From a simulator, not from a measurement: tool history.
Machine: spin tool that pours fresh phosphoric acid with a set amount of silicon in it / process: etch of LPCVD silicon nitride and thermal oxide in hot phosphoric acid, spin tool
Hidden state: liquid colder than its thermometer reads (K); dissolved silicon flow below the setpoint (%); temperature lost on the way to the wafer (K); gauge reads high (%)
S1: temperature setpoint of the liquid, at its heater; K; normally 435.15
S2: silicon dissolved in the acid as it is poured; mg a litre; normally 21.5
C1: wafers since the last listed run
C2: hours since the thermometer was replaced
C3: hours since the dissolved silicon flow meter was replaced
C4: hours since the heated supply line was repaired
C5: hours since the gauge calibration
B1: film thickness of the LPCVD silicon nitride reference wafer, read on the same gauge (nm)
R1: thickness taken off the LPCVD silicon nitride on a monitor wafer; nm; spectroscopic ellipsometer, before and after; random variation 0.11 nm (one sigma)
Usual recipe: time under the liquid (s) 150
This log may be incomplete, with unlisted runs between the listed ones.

Run 1, hour 0.0: usual settings; C1 0; C2 970.4; C3 2044.7; C4 2837.8; C5 1420.3; B1 70.00. Result: R1 11.73 nm.
Run 2, hour 28.1: usual settings but S1 437.65 K; C1 228; C2 998.5; C3 2072.8; C4 2865.9; C5 1448.4; B1 70.00. Result: R1 12.79 nm.
Run 3, hour 67.8: usual settings but S1 437.65 K; C1 322; C2 1038.2; C3 2112.5; C4 2905.6; C5 1488.1; B1 70.02. Result: R1 12.68 nm.
Run 4, hour 104.5: usual settings; C1 298; C2 1074.9; C3 2149.2; C4 2942.3; C5 1524.8; B1 69.99. Result: R1 11.66 nm.
At hour 140.2: heated supply line repaired.
Run 5, hour 163.1: usual settings but S1 436.15 K; C1 468; C2 1133.5; C3 2207.8; C4 22.9; C5 1583.4; B1 69.97. Result: R1 13.96 nm.
Run 6, hour 188.0: usual settings but S1 436.15 K; C1 202; C2 1158.4; C3 2232.7; C4 47.8; C5 1608.3; B1 69.97. Result: R1 14.13 nm.
Run 7, hour 226.3: usual settings; C1 311; C2 1196.7; C3 2271.0; C4 86.1; C5 1646.6; B1 69.98. Result: R1 13.60 nm.
Run 8, hour 266.3: usual settings but S1 433.15 K, S2 17.0 mg a litre, time under the liquid (s) 195; C1 325; C2 1236.7; C3 2311.0; C4 126.1; C5 1686.6; B1 70.01. Result: R1 16.36 nm.
At hour 319.3: dissolved silicon flow meter replaced.
Run 9, hour 337.3: usual settings but S1 436.15 K, S2 28.0 mg a litre, time under the liquid (s) 215; C1 569; C2 1307.7; C3 18.0; C4 197.1; C5 1757.6; B1 69.98. Result: R1 19.77 nm.
Run 10, hour 405.8: usual settings but S1 433.15 K, S2 16.5 mg a litre, time under the liquid (s) 80; C1 556; C2 1376.2; C3 86.5; C4 265.6; C5 1826.1; B1 69.99. Result: R1 6.63 nm.
Run 11, hour 459.3: usual settings; C1 434; C2 1429.7; C3 140.0; C4 319.1; C5 1879.6; B1 70.02. Result: R1 13.25 nm.
At hour 459.5: gauge calibrated.
Run 12, hour 530.7: usual settings but S2 8.5 mg a litre, time under the liquid (s) 120; C1 580; C2 1501.1; C3 211.4; C4 390.5; C5 71.2; B1 70.00. Result: R1 10.67 nm.
Run 13, hour 598.9: usual settings but time under the liquid (s) 185; C1 554; C2 1569.3; C3 279.6; C4 458.7; C5 139.4; B1 70.00. Result: R1 16.31 nm.
Run 14, hour 654.3: usual settings but S2 16.0 mg a litre, time under the liquid (s) 210; C1 450; C2 1624.7; C3 335.0; C4 514.1; C5 194.8; B1 70.01. Result: R1 18.57 nm.
At hour 656.2: thermometer replaced.
Run 15, hour 690.3: usual settings; C1 284; C2 34.1; C3 371.0; C4 550.1; C5 230.8; B1 70.00. Result: R1 13.44 nm.
Run 16, hour 745.3: usual settings but S2 13.5 mg a litre; C1 447; C2 89.1; C3 426.0; C4 605.1; C5 285.8; B1 69.99. Result: R1 13.19 nm.
Run 17, hour 806.0: usual settings but S1 433.65 K; C1 493; C2 149.8; C3 486.7; C4 665.8; C5 346.5; B1 69.99. Result: R1 12.42 nm.
Run 18, hour 833.5: usual settings but S2 13.5 mg a litre; C1 223; C2 177.3; C3 514.2; C4 693.3; C5 374.0; B1 70.00. Result: R1 12.89 nm.
Run 19, hour 901.6: usual settings but S2 12.5 mg a litre, time under the liquid (s) 200; C1 553; C2 245.4; C3 582.3; C4 761.4; C5 442.1; B1 69.99. Result: R1 17.43 nm.
Run 20, hour 994.1: usual settings but S1 436.65 K, time under the liquid (s) 210; C1 751; C2 337.9; C3 674.8; C4 853.9; C5 534.6; B1 69.97. Result: R1 19.16 nm.
Run 21, hour 1061.0: usual settings; C1 543; C2 404.8; C3 741.7; C4 920.8; C5 601.5; B1 69.98. Result: R1 12.85 nm.
Run 22, hour 1103.0: usual settings but S1 434.15 K, S2 33.0 mg a litre; C1 341; C2 446.8; C3 783.7; C4 962.8; C5 643.5; B1 70.00. Result: R1 12.41 nm.

Some steps in R1, run to run, broken into two amounts with sign: the step expected even without the hidden condition (settings, incoming material, random variation), and the rest, left for the hidden condition together with whatever gauge scatter is not in both the measured and the hidden-condition-free result:
Run 4 -> 5: S1 435.15 -> 436.15, heated supply line repaired. R1 +2.30 nm: hidden state +1.81, all else +0.49.
Run 9 -> 10: S1 436.15 -> 433.15, S2 28.0 -> 16.5, time under the liquid (s) 215 -> 80. R1 -13.14 nm: hidden state +0.17, all else -13.31.
Run 10 -> 11: S1 433.15 -> 435.15, S2 16.5 -> 21.5, time under the liquid (s) 80 -> 150. R1 +6.62 nm: hidden state -0.16, all else +6.78.
Run 20 -> 21: S1 436.65 -> 435.15, time under the liquid (s) 210 -> 150. R1 -6.31 nm: hidden state +0.26, all else -6.57.
